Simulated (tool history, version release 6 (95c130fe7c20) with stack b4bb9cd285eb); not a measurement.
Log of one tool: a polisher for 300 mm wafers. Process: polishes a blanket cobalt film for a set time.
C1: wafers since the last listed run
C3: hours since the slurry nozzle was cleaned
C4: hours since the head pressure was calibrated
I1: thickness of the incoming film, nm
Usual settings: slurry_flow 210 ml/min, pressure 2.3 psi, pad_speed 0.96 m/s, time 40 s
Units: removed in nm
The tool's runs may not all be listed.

Run 1, day 0.000: usual settings; C1 0; wafers polished on this pad 509; C3 313.8; C4 115.1; I1 707.0. Result: removed 208.6 nm.
Run 2, day 1.842: usual settings; C1 597; wafers polished on this pad 1106; C3 358.0; C4 159.3; I1 714.7. Result: removed 211.3 nm.
At day 2.083: worn pad replaced by a new one, of another model than before.
Run 3, day 2.250: usual settings; C1 78; wafers polished on this pad 54; C3 367.8; C4 169.1; I1 716.0. Result: removed 224.4 nm.
Run 4, day 2.762: usual settings; C1 166; wafers polished on this pad 220; C3 380.1; C4 181.4; I1 710.2. Result: removed 219.5 nm.
At day 3.354: slurry nozzle cleaned.
Run 5, day 3.375: usual settings; C1 185; wafers polished on this pad 406; C3 0.5; C4 196.1; I1 699.1. Result: removed 235.7 nm.
Run 6, day 4.038: usual settings; C1 214; wafers polished on this pad 620; C3 16.4; C4 212.0; I1 711.4. Result: removed 230.2 nm.
Run 7, day 4.725: usual settings but pressure 1.7 psi; C1 223; wafers polished on this pad 843; C3 32.9; C4 228.5; I1 715.5. Result: removed 168.2 nm.
Run 8, day 5.433: usual settings but pad_speed 1.16 m/s; C1 229; wafers polished on this pad 1073; C3 49.9; C4 245.5; I1 715.7. Result: removed 253.5 nm.
Run 9, day 5.712: usual settings; C1 90; wafers polished on this pad 1164; C3 56.6; C4 252.2; I1 711.6. Result: removed 226.2 nm.
At day 6.175: worn pad replaced by a new one.
Run 10, day 6.338: usual settings but slurry_flow 240 ml/min, pad_speed 1.26 m/s; C1 148; wafers polished on this pad 52; C3 71.6; C4 267.2; I1 709.5. Result: removed 270.8 nm.
At day 6.596: head pressure recalibrated.
Run 11, day 6.917: usual settings but pressure 1.7 psi; C1 160; wafers polished on this pad 213; C3 85.5; C4 7.7; I1 704.6. Result: removed 169.1 nm.
Run 12, day 7.242: usual settings but pressure 2.8 psi, pad_speed 1.08 m/s; C1 105; wafers polished on this pad 319; C3 93.3; C4 15.5; I1 704.4. Result: removed 291.6 nm.
Run 13, day 7.725: usual settings; C1 156; wafers polished on this pad 475; C3 104.9; C4 27.1; I1 697.5. Result: removed 226.0 nm.
Run 14, day 8.067: usual settings but slurry_flow 160 ml/min, pressure 1.9 psi, time 35 s; C1 110; wafers polished on this pad 586; C3 113.1; C4 35.3; I1 716.2. Result: removed 158.7 nm.
Run 15, day 8.529: usual settings but slurry_flow 280 ml/min, pressure 2.8 psi; C1 150; wafers polished on this pad 736; C3 124.2; C4 46.4; I1 702.3. Result: removed 280.7 nm.

Forecast each of these 4 alternatives for the next run:
Run A, day 8.546: usual settings but pressure 2.9 psi; C1 5; wafers polished on this pad 742; C3 124.6; C4 46.8; I1 719.4. Result: removed ?.
Run B, day 8.546: usual settings but pad_speed 1.28 m/s, time 48 s; C1 5; wafers polished on this pad 742; C3 124.6; C4 46.8; I1 719.4. Result: removed ?.
Run C, day 8.546: usual settings but slurry_flow 145 ml/min, pressure 2.7 psi, pad_speed 1.06 m/s, time 29 s; C1 5; wafers polished on this pad 742; C3 124.6; C4 46.8; I1 719.4. Result: removed ?.
Run D, day 8.546: usual settings but slurry_flow 245 ml/min; C1 5; wafers polished on this pad 742; C3 124.6; C4 46.8; I1 719.4. Result: removed ?.

run  removed
  A    282.5
  B    312.5
  C    193.7
  D    227.2
Without the tool's hidden state the same runs would have given:
run  removed
  A    289.3
  B    320.0
  C    199.3
  D    232.1
